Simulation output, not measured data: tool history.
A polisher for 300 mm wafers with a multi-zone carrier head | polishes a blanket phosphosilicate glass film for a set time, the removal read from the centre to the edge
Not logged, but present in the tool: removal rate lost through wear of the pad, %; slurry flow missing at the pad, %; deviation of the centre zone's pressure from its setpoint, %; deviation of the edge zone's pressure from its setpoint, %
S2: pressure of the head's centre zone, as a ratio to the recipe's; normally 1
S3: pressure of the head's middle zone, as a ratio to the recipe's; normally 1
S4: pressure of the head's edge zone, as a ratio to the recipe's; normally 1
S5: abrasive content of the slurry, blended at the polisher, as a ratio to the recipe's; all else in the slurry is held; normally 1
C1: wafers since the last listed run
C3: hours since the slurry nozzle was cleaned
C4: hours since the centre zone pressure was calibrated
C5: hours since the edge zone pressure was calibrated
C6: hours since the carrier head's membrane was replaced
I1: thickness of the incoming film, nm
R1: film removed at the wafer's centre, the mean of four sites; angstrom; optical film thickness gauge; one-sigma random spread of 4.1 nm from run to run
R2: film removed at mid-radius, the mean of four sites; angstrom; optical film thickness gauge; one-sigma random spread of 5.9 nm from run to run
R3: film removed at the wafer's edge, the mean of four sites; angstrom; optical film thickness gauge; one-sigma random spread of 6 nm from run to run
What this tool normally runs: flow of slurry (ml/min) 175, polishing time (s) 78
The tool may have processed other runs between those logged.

{"run": 1, "hour": 0.0, "flow of slurry (ml/min)": 175, "S2": 1, "S3": 1, "S4": 1, "S5": 1, "polishing time (s)": 78, "C1": 0, "wafers polished on this pad": 231, "C3": 413.7, "C4": 43.7, "C5": 643.3, "C6": 501.2, "I1": 2564.4, "R1": 4913, "R2": 5071, "R3": 5080}
{"run": 2, "hour": 6.7, "flow of slurry (ml/min)": 175, "S2": 1, "S3": 1, "S4": 1, "S5": 1, "polishing time (s)": 78, "C1": 82, "wafers polished on this pad": 314, "C3": 420.4, "C4": 50.4, "C5": 650, "C6": 507.9, "I1": 2577, "R1": 4989, "R2": 5029, "R3": 4995}
{"run": 3, "hour": 19.4, "flow of slurry (ml/min)": 175, "S2": 1, "S3": 1, "S4": 1, "S5": 1, "polishing time (s)": 78, "C1": 156, "wafers polished on this pad": 470, "C3": 433.1, "C4": 63.1, "C5": 662.7, "C6": 520.6, "I1": 2582.9, "R1": 4953, "R2": 4968, "R3": 4979}
{"hour": 27.5, "done": "slurry nozzle cleaned"}
{"run": 4, "hour": 34.8, "flow of slurry (ml/min)": 195, "S2": 1, "S3": 1, "S4": 0.89, "S5": 0.9, "polishing time (s)": 56, "C1": 177, "wafers polished on this pad": 647, "C3": 7.3, "C4": 78.5, "C5": 678.1, "C6": 536, "I1": 2557.8, "R1": 3511, "R2": 3560, "R3": 3325}
{"run": 5, "hour": 42.8, "flow of slurry (ml/min)": 175, "S2": 0.88, "S3": 1, "S4": 1, "S5": 1, "polishing time (s)": 78, "C1": 98, "wafers polished on this pad": 746, "C3": 15.3, "C4": 86.5, "C5": 686.1, "C6": 544, "I1": 2588, "R1": 4370, "R2": 5072, "R3": 5084}
{"hour": 48.0, "done": "edge zone pressure recalibrated"}
{"run": 6, "hour": 49.5, "flow of slurry (ml/min)": 175, "S2": 1, "S3": 1, "S4": 1, "S5": 1, "polishing time (s)": 78, "C1": 57, "wafers polished on this pad": 803, "C3": 22, "C4": 93.2, "C5": 1.5, "C6": 550.7, "I1": 2604.5, "R1": 5012, "R2": 5032, "R3": 5030}
{"run": 7, "hour": 59.0, "flow of slurry (ml/min)": 175, "S2": 0.9, "S3": 1, "S4": 1.03, "S5": 1, "polishing time (s)": 78, "C1": 116, "wafers polished on this pad": 920, "C3": 31.5, "C4": 102.7, "C5": 11, "C6": 560.2, "I1": 2608.3, "R1": 4504, "R2": 5024, "R3": 5101}
{"run": 8, "hour": 74.6, "flow of slurry (ml/min)": 175, "S2": 1, "S3": 1, "S4": 1, "S5": 1, "polishing time (s)": 78, "C1": 191, "wafers polished on this pad": 1112, "C3": 47.1, "C4": 118.3, "C5": 26.6, "C6": 575.8, "I1": 2586.7, "R1": 4990, "R2": 5016, "R3": 4984}
{"run": 9, "hour": 80.7, "flow of slurry (ml/min)": 150, "S2": 1, "S3": 1, "S4": 0.97, "S5": 1, "polishing time (s)": 78, "C1": 75, "wafers polished on this pad": 1187, "C3": 53.2, "C4": 124.4, "C5": 32.7, "C6": 581.9, "I1": 2563.1, "R1": 4858, "R2": 4974, "R3": 4768}
{"hour": 85.9, "done": "carrier head's membrane replaced by a new one"}
{"hour": 88.7, "done": "worn pad replaced by a new one"}
{"run": 10, "hour": 93.3, "flow of slurry (ml/min)": 175, "S2": 1.1, "S3": 1, "S4": 1.1, "S5": 1, "polishing time (s)": 78, "C1": 59, "wafers polished on this pad": 56, "C3": 65.8, "C4": 137, "C5": 45.3, "C6": 7.4, "I1": 2551.7, "R1": 5530, "R2": 4966, "R3": 5224}
{"run": 11, "hour": 105.8, "flow of slurry (ml/min)": 175, "S2": 1, "S3": 1, "S4": 1, "S5": 1, "polishing time (s)": 78, "C1": 153, "wafers polished on this pad": 210, "C3": 78.3, "C4": 149.5, "C5": 57.8, "C6": 19.9, "I1": 2556.5, "R1": 5009, "R2": 5057, "R3": 4887}
{"run": 12, "hour": 122.6, "flow of slurry (ml/min)": 175, "S2": 1, "S3": 1, "S4": 1, "S5": 1, "polishing time (s)": 78, "C1": 206, "wafers polished on this pad": 417, "C3": 95.1, "C4": 166.3, "C5": 74.6, "C6": 36.7, "I1": 2531.6, "R1": 4946, "R2": 5003, "R3": 4946}
{"run": 13, "hour": 129.0, "flow of slurry (ml/min)": 225, "S2": 1, "S3": 1, "S4": 0.95, "S5": 1.1, "polishing time (s)": 57, "C1": 78, "wafers polished on this pad": 495, "C3": 101.5, "C4": 172.7, "C5": 81, "C6": 43.1, "I1": 2552.5, "R1": 3868, "R2": 3917, "R3": 3854}
{"run": 14, "hour": 145.1, "flow of slurry (ml/min)": 175, "S2": 1, "S3": 1, "S4": 1, "S5": 0.85, "polishing time (s)": 78, "C1": 198, "wafers polished on this pad": 693, "C3": 117.6, "C4": 188.8, "C5": 97.1, "C6": 59.2, "I1": 2609.6, "R1": 4665, "R2": 4754, "R3": 4770}
{"run": 15, "hour": 154.0, "flow of slurry (ml/min)": 155, "S2": 1, "S3": 1.1, "S4": 1, "S5": 1, "polishing time (s)": 78, "C1": 109, "wafers polished on this pad": 803, "C3": 126.5, "C4": 197.7, "C5": 106, "C6": 68.1, "I1": 2570.4, "R1": 4851, "R2": 5301, "R3": 4888}
{"hour": 171.6, "done": "worn pad replaced by a new one"}
{"run": 16, "hour": 172.1, "flow of slurry (ml/min)": 175, "S2": 1, "S3": 1, "S4": 1, "S5": 1, "polishing time (s)": 92, "C1": 173, "wafers polished on this pad": 6, "C3": 144.6, "C4": 215.8, "C5": 124.1, "C6": 86.2, "I1": 2581.7, "R1": 5933, "R2": 5955, "R3": 5960}
{"run": 17, "hour": 178.3, "flow of slurry (ml/min)": 175, "S2": 0.96, "S3": 1.08, "S4": 1, "S5": 1, "polishing time (s)": 78, "C1": 76, "wafers polished on this pad": 82, "C3": 150.8, "C4": 222, "C5": 130.3, "C6": 92.4, "I1": 2560.7, "R1": 4837, "R2": 5344, "R3": 5022}
{"run": 18, "hour": 196.1, "flow of slurry (ml/min)": 175, "S2": 1, "S3": 1, "S4": 1, "S5": 1, "polishing time (s)": 94, "C1": 218, "wafers polished on this pad": 301, "C3": 168.6, "C4": 239.8, "C5": 148.1, "C6": 110.2, "I1": 2546.8, "R1": 6005, "R2": 6053, "R3": 5974}
{"run": 19, "hour": 211.3, "flow of slurry (ml/min)": 175, "S2": 1, "S3": 1, "S4": 1, "S5": 1.25, "polishing time (s)": 78, "C1": 186, "wafers polished on this pad": 488, "C3": 183.8, "C4": 255, "C5": 163.3, "C6": 125.4, "I1": 2599.3, "R1": 5385, "R2": 5365, "R3": 5454}
{"run": 20, "hour": 219.4, "flow of slurry (ml/min)": 175, "S2": 1, "S3": 1, "S4": 1, "S5": 1, "polishing time (s)": 91, "C1": 99, "wafers polished on this pad": 588, "C3": 191.9, "C4": 263.1, "C5": 171.4, "C6": 133.5, "I1": 2573.8, "R1": 5884, "R2": 5764, "R3": 5805}
{"run": 21, "hour": 236.0, "flow of slurry (ml/min)": 175, "S2": 1, "S3": 1, "S4": 1, "S5": 1, "polishing time (s)": 78, "C1": 204, "wafers polished on this pad": 792, "C3": 208.5, "C4": 279.7, "C5": 188, "C6": 150.1, "I1": 2562.2, "R1": 5052, "R2": 5012, "R3": 5017}
{"run": 22, "hour": 251.8, "flow of slurry (ml/min)": 175, "S2": 1.11, "S3": 1, "S4": 0.89, "S5": 1, "polishing time (s)": 78, "C1": 194, "wafers polished on this pad": 986, "C3": 224.3, "C4": 295.5, "C5": 203.8, "C6": 165.9, "I1": 2614.7, "R1": 5576, "R2": 4988, "R3": 4859}
{"hour": 256.3, "done": "worn pad replaced by a new one"}
{"run": 23, "hour": 262.1, "flow of slurry (ml/min)": 175, "S2": 0.96, "S3": 0.96, "S4": 1, "S5": 1, "polishing time (s)": 78, "C1": 77, "wafers polished on this pad": 71, "C3": 234.6, "C4": 305.8, "C5": 214.1, "C6": 176.2, "I1": 2533.2, "R1": 4801, "R2": 4961, "R3": 5024}

Give the tool's hidden conditions for every run:
removal rate lost through wear of the pad, %: 0 in every run
slurry flow missing at the pad, %: 0 in every run
deviation of the centre zone's pressure from its setpoint, %: 0 in every run
deviation of the edge zone's pressure from its setpoint, %: 0 in every run

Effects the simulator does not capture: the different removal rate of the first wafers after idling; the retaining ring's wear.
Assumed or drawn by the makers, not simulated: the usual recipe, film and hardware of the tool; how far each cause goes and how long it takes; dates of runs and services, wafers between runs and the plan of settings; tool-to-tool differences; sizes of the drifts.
